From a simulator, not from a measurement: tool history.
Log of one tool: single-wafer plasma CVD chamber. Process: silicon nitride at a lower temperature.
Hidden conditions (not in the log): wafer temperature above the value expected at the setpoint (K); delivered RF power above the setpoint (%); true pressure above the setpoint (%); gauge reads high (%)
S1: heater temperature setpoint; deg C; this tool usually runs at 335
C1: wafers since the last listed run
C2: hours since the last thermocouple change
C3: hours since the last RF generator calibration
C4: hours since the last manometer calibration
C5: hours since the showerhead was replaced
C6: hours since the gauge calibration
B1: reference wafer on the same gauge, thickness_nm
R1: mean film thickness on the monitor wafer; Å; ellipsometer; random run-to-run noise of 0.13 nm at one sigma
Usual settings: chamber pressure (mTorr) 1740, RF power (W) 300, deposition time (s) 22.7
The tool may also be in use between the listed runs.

{"run": 1, "hour": 0.0, "S1": 335, "chamber pressure (mTorr)": 1740, "RF power (W)": 260, "deposition time (s)": 22.7, "C1": 0, "C2": 1083.3, "C3": 532.4, "C4": 1075.3, "C5": 5775.8, "C6": 571.8, "B1": 22.604, "R1": 222.95}
{"run": 2, "hour": 28.0, "S1": 335, "chamber pressure (mTorr)": 1740, "RF power (W)": 300, "deposition time (s)": 22.7, "C1": 752, "C2": 1111.3, "C3": 560.4, "C4": 1103.3, "C5": 5803.8, "C6": 599.8, "B1": 22.634, "R1": 260.58}
{"run": 3, "hour": 63.3, "S1": 335, "chamber pressure (mTorr)": 1740, "RF power (W)": 300, "deposition time (s)": 22.7, "C1": 949, "C2": 1146.6, "C3": 595.7, "C4": 1138.6, "C5": 5839.1, "C6": 635.1, "B1": 22.616, "R1": 259.11}
{"run": 4, "hour": 95.0, "S1": 335, "chamber pressure (mTorr)": 1740, "RF power (W)": 300, "deposition time (s)": 22.7, "C1": 852, "C2": 1178.3, "C3": 627.4, "C4": 1170.3, "C5": 5870.8, "C6": 666.8, "B1": 22.618, "R1": 258.45}
{"run": 5, "hour": 119.8, "S1": 335, "chamber pressure (mTorr)": 1740, "RF power (W)": 300, "deposition time (s)": 22.7, "C1": 666, "C2": 1203.1, "C3": 652.2, "C4": 1195.1, "C5": 5895.6, "C6": 691.6, "B1": 22.604, "R1": 258.28}
{"hour": 135.3, "done": "thermocouple changed; heater temperature recalibrated"}
{"run": 6, "hour": 150.9, "S1": 335, "chamber pressure (mTorr)": 1740, "RF power (W)": 345, "deposition time (s)": 22.7, "C1": 621, "C2": 15.6, "C3": 683.3, "C4": 1226.2, "C5": 5926.7, "C6": 722.7, "B1": 22.607, "R1": 292.66}
{"run": 7, "hour": 184.5, "S1": 335, "chamber pressure (mTorr)": 1740, "RF power (W)": 300, "deposition time (s)": 25.5, "C1": 903, "C2": 49.2, "C3": 716.9, "C4": 1259.8, "C5": 5960.3, "C6": 756.3, "B1": 22.6, "R1": 290.25}
{"run": 8, "hour": 196.6, "S1": 335, "chamber pressure (mTorr)": 1740, "RF power (W)": 300, "deposition time (s)": 25.5, "C1": 325, "C2": 61.3, "C3": 729.0, "C4": 1271.9, "C5": 5972.4, "C6": 768.4, "B1": 22.586, "R1": 289.17}
{"hour": 199.7, "done": "gauge calibrated"}
{"run": 9, "hour": 272.8, "S1": 335, "chamber pressure (mTorr)": 1470, "RF power (W)": 300, "deposition time (s)": 22.7, "C1": 2048, "C2": 137.5, "C3": 805.2, "C4": 1348.1, "C5": 6048.6, "C6": 73.1, "B1": 22.589, "R1": 246.89}
{"run": 10, "hour": 336.6, "S1": 326, "chamber pressure (mTorr)": 1740, "RF power (W)": 300, "deposition time (s)": 22.7, "C1": 1715, "C2": 201.3, "C3": 869.0, "C4": 1411.9, "C5": 6112.4, "C6": 136.9, "B1": 22.588, "R1": 259.0}
{"run": 11, "hour": 354.9, "S1": 335, "chamber pressure (mTorr)": 2030, "RF power (W)": 300, "deposition time (s)": 22.7, "C1": 492, "C2": 219.6, "C3": 887.3, "C4": 1430.2, "C5": 6130.7, "C6": 155.2, "B1": 22.63, "R1": 270.23}
{"hour": 374.6, "done": "capacitance manometer re-zeroed and calibrated"}
{"run": 12, "hour": 385.7, "S1": 335, "chamber pressure (mTorr)": 1740, "RF power (W)": 300, "deposition time (s)": 22.7, "C1": 613, "C2": 250.4, "C3": 918.1, "C4": 11.1, "C5": 6161.5, "C6": 186.0, "B1": 22.597, "R1": 256.69}
{"hour": 398.1, "done": "showerhead replaced"}
{"run": 13, "hour": 414.9, "S1": 335, "chamber pressure (mTorr)": 1740, "RF power (W)": 300, "deposition time (s)": 22.7, "C1": 570, "C2": 279.6, "C3": 947.3, "C4": 40.3, "C5": 16.8, "C6": 215.2, "B1": 22.572, "R1": 256.65}
{"hour": 435.4, "done": "RF generator calibrated"}
{"run": 14, "hour": 445.5, "S1": 335, "chamber pressure (mTorr)": 1740, "RF power (W)": 270, "deposition time (s)": 22.7, "C1": 607, "C2": 310.2, "C3": 10.1, "C4": 70.9, "C5": 47.4, "C6": 245.8, "B1": 22.602, "R1": 230.63}
{"run": 15, "hour": 480.5, "S1": 335, "chamber pressure (mTorr)": 1540, "RF power (W)": 325, "deposition time (s)": 18.9, "C1": 941, "C2": 345.2, "C3": 45.1, "C4": 105.9, "C5": 82.4, "C6": 280.8, "B1": 22.59, "R1": 225.75}
{"run": 16, "hour": 514.8, "S1": 335, "chamber pressure (mTorr)": 1740, "RF power (W)": 300, "deposition time (s)": 22.7, "C1": 922, "C2": 379.5, "C3": 79.4, "C4": 140.2, "C5": 116.7, "C6": 315.1, "B1": 22.608, "R1": 258.99}
{"run": 17, "hour": 527.7, "S1": 348, "chamber pressure (mTorr)": 1740, "RF power (W)": 300, "deposition time (s)": 19.2, "C1": 346, "C2": 392.4, "C3": 92.3, "C4": 153.1, "C5": 129.6, "C6": 328.0, "B1": 22.634, "R1": 218.88}

Estimate the outcome of run 18 from the log above:
{"run": 18, "hour": 545.4, "S1": 326, "chamber pressure (mTorr)": 1740, "RF power (W)": 340, "deposition time (s)": 18.4, "C1": 475, "C2": 410.1, "C3": 110.0, "C4": 170.8, "C5": 147.3, "C6": 345.7, "B1": "?", "R1": "?"}

Run 18 yielded B1 22.615, R1 235.54 Å.
With no hidden state in the tool, this same run would have given R1 235.54 Å.
